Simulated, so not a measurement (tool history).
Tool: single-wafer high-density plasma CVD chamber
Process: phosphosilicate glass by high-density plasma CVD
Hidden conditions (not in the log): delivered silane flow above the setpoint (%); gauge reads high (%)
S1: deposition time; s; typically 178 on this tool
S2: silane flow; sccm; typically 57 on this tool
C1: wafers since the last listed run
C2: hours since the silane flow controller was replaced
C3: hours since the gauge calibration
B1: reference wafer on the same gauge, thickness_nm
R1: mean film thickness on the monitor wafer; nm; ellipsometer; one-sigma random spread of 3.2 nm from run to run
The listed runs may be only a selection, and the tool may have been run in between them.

run 1 hour=0 | S1=158 S2=57 | C1=0 C2=1452.5 C3=331.8 | B1=1119.125 | R1=902.268
run 2 hour=57.3 | S1=178 S2=62 | C1=753 C2=1509.8 C3=389.1 | B1=1119.992 | R1=1108.938
run 3 hour=89.9 | S1=178 S2=62 | C1=428 C2=1542.4 C3=421.7 | B1=1120.22 | R1=1108.616
run 4 hour=128.7 | S1=178 S2=57 | C1=510 C2=1581.2 C3=460.5 | B1=1120.489 | R1=1017.035
run 5 hour=185.1 | S1=178 S2=57 | C1=741 C2=1637.6 C3=516.9 | B1=1120.469 | R1=1018.324
run 6 hour=231.9 | S1=178 S2=57 | C1=615 C2=1684.4 C3=563.7 | B1=1120.221 | R1=1020.307
run 7 hour=258.2 | S1=178 S2=57 | C1=345 C2=1710.7 C3=590 | B1=1119.948 | R1=1022.746
run 8 hour=310.4 | S1=157 S2=57 | C1=686 C2=1762.9 C3=642.2 | B1=1120.186 | R1=899.936
run 9 hour=373.4 | S1=157 S2=57 | C1=828 C2=1825.9 C3=705.2 | B1=1119.905 | R1=894.17
run 10 hour=443.5 | S1=166 S2=57 | C1=921 C2=1896 C3=775.3 | B1=1119.662 | R1=950.905
run 11 hour=499.2 | S1=178 S2=57 | C1=732 C2=1951.7 C3=831 | B1=1120.271 | R1=1020.366
-- hour=516 gauge calibrated
run 12 hour=565.2 | S1=178 S2=63 | C1=867 C2=2017.7 C3=49.2 | B1=1119.776 | R1=1127.757
run 13 hour=617.8 | S1=159 S2=65 | C1=691 C2=2070.3 C3=101.8 | B1=1120.139 | R1=1037.73
-- hour=670.4 silane flow controller replaced
run 14 hour=670.8 | S1=178 S2=62 | C1=591 C2=0.4 C3=154.8 | B1=1120.023 | R1=1153.133
run 15 hour=730 | S1=193 S2=65 | C1=778 C2=59.6 C3=214 | B1=1120.339 | R1=1309.145
run 16 hour=772.1 | S1=187 S2=46 | C1=553 C2=101.7 C3=256.1 | B1=1120.738 | R1=900.832
run 17 hour=840.7 | S1=166 S2=46 | C1=901 C2=170.3 C3=324.7 | B1=1119.413 | R1=794.401
run 18 hour=875.1 | S1=178 S2=66 | C1=452 C2=204.7 C3=359.1 | B1=1119.736 | R1=1222.629
run 19 hour=907.9 | S1=147 S2=46 | C1=431 C2=237.5 C3=391.9 | B1=1119.821 | R1=706.48
run 20 hour=972.5 | S1=206 S2=50 | C1=849 C2=302.1 C3=456.5 | B1=1121.023 | R1=1067.807

Predict the results of run 21:
run 21 hour=997.3 | S1=178 S2=57 | C1=326 C2=326.9 C3=481.3 | B1=? | R1=?

For run 21 the tool returned B1 1119.688, R1 1045.781 nm.
With no hidden state in the tool, this same run would have given R1 1057.642 nm.

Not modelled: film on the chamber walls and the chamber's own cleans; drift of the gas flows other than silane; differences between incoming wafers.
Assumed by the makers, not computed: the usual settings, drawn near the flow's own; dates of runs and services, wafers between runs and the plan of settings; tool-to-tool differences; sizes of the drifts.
